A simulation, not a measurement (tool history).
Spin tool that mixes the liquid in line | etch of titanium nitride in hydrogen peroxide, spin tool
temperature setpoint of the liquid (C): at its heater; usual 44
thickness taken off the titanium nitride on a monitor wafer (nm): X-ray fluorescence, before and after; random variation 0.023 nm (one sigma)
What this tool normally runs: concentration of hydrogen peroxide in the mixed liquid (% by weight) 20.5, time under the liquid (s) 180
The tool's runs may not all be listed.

run,hour,temperature setpoint of the liquid (C),concentration of hydrogen peroxide in the mixed liquid (% by weight),time under the liquid (s),wafers since the last listed run,hours since the thermometer was replaced,hours since the peroxide flow meter was replaced,hours since the heated supply line was repaired,hours since the drum of peroxide was connected,hours since the gauge calibration,"read-back film thickness of the titanium nitride reference wafer, read on the same gauge (nm)",thickness taken off the titanium nitride on a monitor wafer (nm)
1,0,44,20.5,180,0,490.6,1431.6,2712.5,268.5,218.5,139.998,3.126
2,26.3,44,20.5,180,144,516.9,1457.9,2738.8,294.8,244.8,140.015,3.087
3,36.7,44,20.5,180,57,527.3,1468.3,2749.2,305.2,255.2,139.999,3.101
4,86.2,44,16,265,271,576.8,1517.8,2798.7,354.7,304.7,140.015,4.377
5,94.9,44,16,265,47,585.5,1526.5,2807.4,363.4,313.4,139.997,4.367
6,112.2,44,16,265,94,602.8,1543.8,2824.7,380.7,330.7,139.971,4.436
# hour 113.3: peroxide flow meter replaced
# hour 116.2: new drum of peroxide connected
7,121.6,44,17.5,180,40,612.2,8.3,2834.1,5.4,340.1,139.993,3.074
8,133.7,44,23,180,66,624.3,20.4,2846.2,17.5,352.2,140.022,3.254
9,142.1,48.5,20.5,80,46,632.7,28.8,2854.6,25.9,360.6,140.026,1.95
10,155.9,44,20.5,125,75,646.5,42.6,2868.4,39.7,374.4,139.995,2.203
# hour 161.6: heated supply line repaired
11,163.2,50,20.5,180,34,653.8,49.9,1.6,47,381.7,140.023,5.001
12,171.2,48.5,20.5,80,43,661.8,57.9,9.6,55,389.7,139.978,1.992
13,188.6,44,20.5,180,95,679.2,75.3,27,72.4,407.1,140,3.199
# hour 192.9: gauge calibrated
14,195.3,44,20.5,180,36,685.9,82,33.7,79.1,2.4,139.992,3.211
# hour 203.3: thermometer replaced
15,208.5,37,25,145,66,5.2,95.2,46.9,92.3,15.6,140.002,1.384
16,229.4,54,15,285,114,26.1,116.1,67.8,113.2,36.5,139.995,8.622
17,239.7,44,20.5,180,56,36.4,126.4,78.1,123.5,46.8,139.981,2.8
18,246.3,44,20.5,180,36,43,133,84.7,130.1,53.4,140.006,2.854
19,261,47,15,150,80,57.7,147.7,99.4,144.8,68.1,139.994,2.775
20,268,36,20.5,135,38,64.7,154.7,106.4,151.8,75.1,139.987,1.159
21,282.4,39,20.5,180,79,79.1,169.1,120.8,166.2,89.5,140.024,1.97
22,289.1,37,26.5,115,36,85.8,175.8,127.5,172.9,96.2,140.001,1.135
23,296.1,44,22,180,38,92.8,182.8,134.5,179.9,103.2,139.969,2.899
24,311.7,47,20.5,180,85,108.4,198.4,150.1,195.5,118.8,140.011,3.615

The next listed run, before its measurement:
25,327.8,44,20.5,180,88,124.5,214.5,166.2,211.6,134.9,?,?

Run 25 gave read-back film thickness of the titanium nitride reference wafer, read on the same gauge (nm) 139.987, thickness taken off the titanium nitride on a monitor wafer (nm) 2.888.
Minus the tool's unlogged condition, the same run would have read thickness taken off the titanium nitride on a monitor wafer (nm) 2.755.
